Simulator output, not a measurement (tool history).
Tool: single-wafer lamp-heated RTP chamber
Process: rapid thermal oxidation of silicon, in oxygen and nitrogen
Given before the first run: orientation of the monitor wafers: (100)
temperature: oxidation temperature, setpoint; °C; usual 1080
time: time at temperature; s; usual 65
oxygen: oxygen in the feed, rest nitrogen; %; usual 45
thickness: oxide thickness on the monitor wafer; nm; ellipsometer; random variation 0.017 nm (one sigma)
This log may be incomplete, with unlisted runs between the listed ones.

run,day,temperature,time,oxygen,"read-back reference wafer on the same gauge, thickness",thickness
1,0,1080,65,59,7.082,8.825
2,0.608,1080,65,56,7.083,8.634
3,1.775,1080,65,56,7.074,8.617
4,3.204,1080,65,56,7.08,8.619
5,4.5,1080,65,45,7.078,7.978
6,5.429,1080,65,45,7.08,8.009
7,6.596,1080,65,45,7.08,8.023
8,7.933,1080,65,45,7.079,8.055
9,9.35,1080,65,45,7.084,8.049
10,10.733,1080,65,45,7.082,8.027
11,11.467,1080,47,45,7.081,6.987
# day 12.262: pyrometer window cleaned and pyrometer calibrated
12,12.283,1080,47,45,7.079,6.943
13,13.254,1080,47,45,7.079,6.931
14,14.308,1080,65,45,7.08,7.983
15,15.529,1080,65,45,7.083,7.969
16,16.108,1080,65,45,7.083,7.965
17,17.579,1080,74,45,7.085,8.455
18,18.404,1080,52,56,7.085,7.827
19,19.575,1057,81,45,7.083,7.594
20,20.854,1088,88,45,7.079,9.628
21,21.896,1080,86,71,7.08,10.726
22,22.638,1080,52,19,7.073,5.383
23,23.208,1080,65,45,7.083,8.049
24,23.875,1064,40,17,7.083,4.235
25,24.6,1105,37,28,7.078,6.233
26,26.071,1050,55,55,7.082,6.61
27,26.638,1080,90,58,7.08,10.269
# day 27.079: pyrometer window cleaned and pyrometer calibrated
# day 27.117: oxygen flow controller replaced
# day 27.379: gauge calibrated
28,27.946,1080,74,31,7.077,7.418
29,29.558,1080,65,45,7.08,7.999
30,30.771,1080,65,45,7.085,7.989
31,31.346,1089,33,33,7.084,5.675
32,35.504,1055,65,45,7.082,6.809

Branching from run 32: 4 alternative next runs. What would each branch give?
A,35.525,1080,97,45,?,?
B,35.525,1080,65,66,?,?
C,35.525,1105,65,54,?,?
D,35.525,1051,65,45,?,?

run,"read-back reference wafer on the same gauge, thickness",thickness
A,7.081,9.663
B,7.081,9.258
C,7.081,10.105
D,7.081,6.664
The same runs, with their run-to-run variation unchanged, on a tool lacking any hidden condition would have given:
run,thickness
A,9.593
B,9.191
C,10.035
D,6.614
